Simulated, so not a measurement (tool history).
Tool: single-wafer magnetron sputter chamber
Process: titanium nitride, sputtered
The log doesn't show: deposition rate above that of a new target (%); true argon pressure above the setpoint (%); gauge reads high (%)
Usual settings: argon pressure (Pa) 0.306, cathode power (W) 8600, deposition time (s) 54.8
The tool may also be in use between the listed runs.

run,hour,argon pressure (Pa),cathode power (W),deposition time (s),wafers since the last listed run,wafers on the sputter target,hours since the last manometer calibration,hours since the magnet pack was replaced,hours since the gauge calibration,"read-back reference wafer on the same gauge, thickness_nm",mean film thickness on the monitor wafer (Å)
1,0.0,0.306,8600,59.6,0,3100,2271.2,9666.9,1155.2,86.485,946.10
2,44.2,0.306,8600,59.6,1289,4390,2315.4,9711.1,1199.4,86.361,949.59
# hour 102.6: gauge calibrated
3,121.9,0.306,8600,54.8,2267,6658,2393.1,9788.8,19.3,86.397,865.28
# hour 158.6: sputter target and shields replaced
4,202.5,0.306,8600,54.8,2118,1280,2473.7,9869.4,99.9,86.390,878.68
5,271.8,0.306,8600,54.8,2022,3302,2543.0,9938.7,169.2,86.326,881.94
6,352.6,0.255,8600,54.8,2358,5660,2623.8,10019.5,250.0,86.427,875.66
7,431.2,0.255,8600,54.8,2293,7954,2702.4,10098.1,328.6,86.422,875.34
# hour 470.1: sputter target and shields replaced
8,510.2,0.306,8600,61.2,2072,1169,2781.4,10177.1,407.6,86.416,989.90
9,613.2,0.263,8600,58.0,3006,4175,2884.4,10280.1,510.6,86.386,935.30

The next listed run, before its measurement:
# hour 659.9: capacitance manometer re-zeroed and calibrated
10,675.8,0.238,7650,54.8,1593,5768,15.9,10342.7,573.2,?,?

read-back reference wafer on the same gauge, thickness_nm: 86.426
mean film thickness on the monitor wafer (Å): 808.17
Without the tool's hidden state the same run would have given mean film thickness on the monitor wafer (Å) 828.47.

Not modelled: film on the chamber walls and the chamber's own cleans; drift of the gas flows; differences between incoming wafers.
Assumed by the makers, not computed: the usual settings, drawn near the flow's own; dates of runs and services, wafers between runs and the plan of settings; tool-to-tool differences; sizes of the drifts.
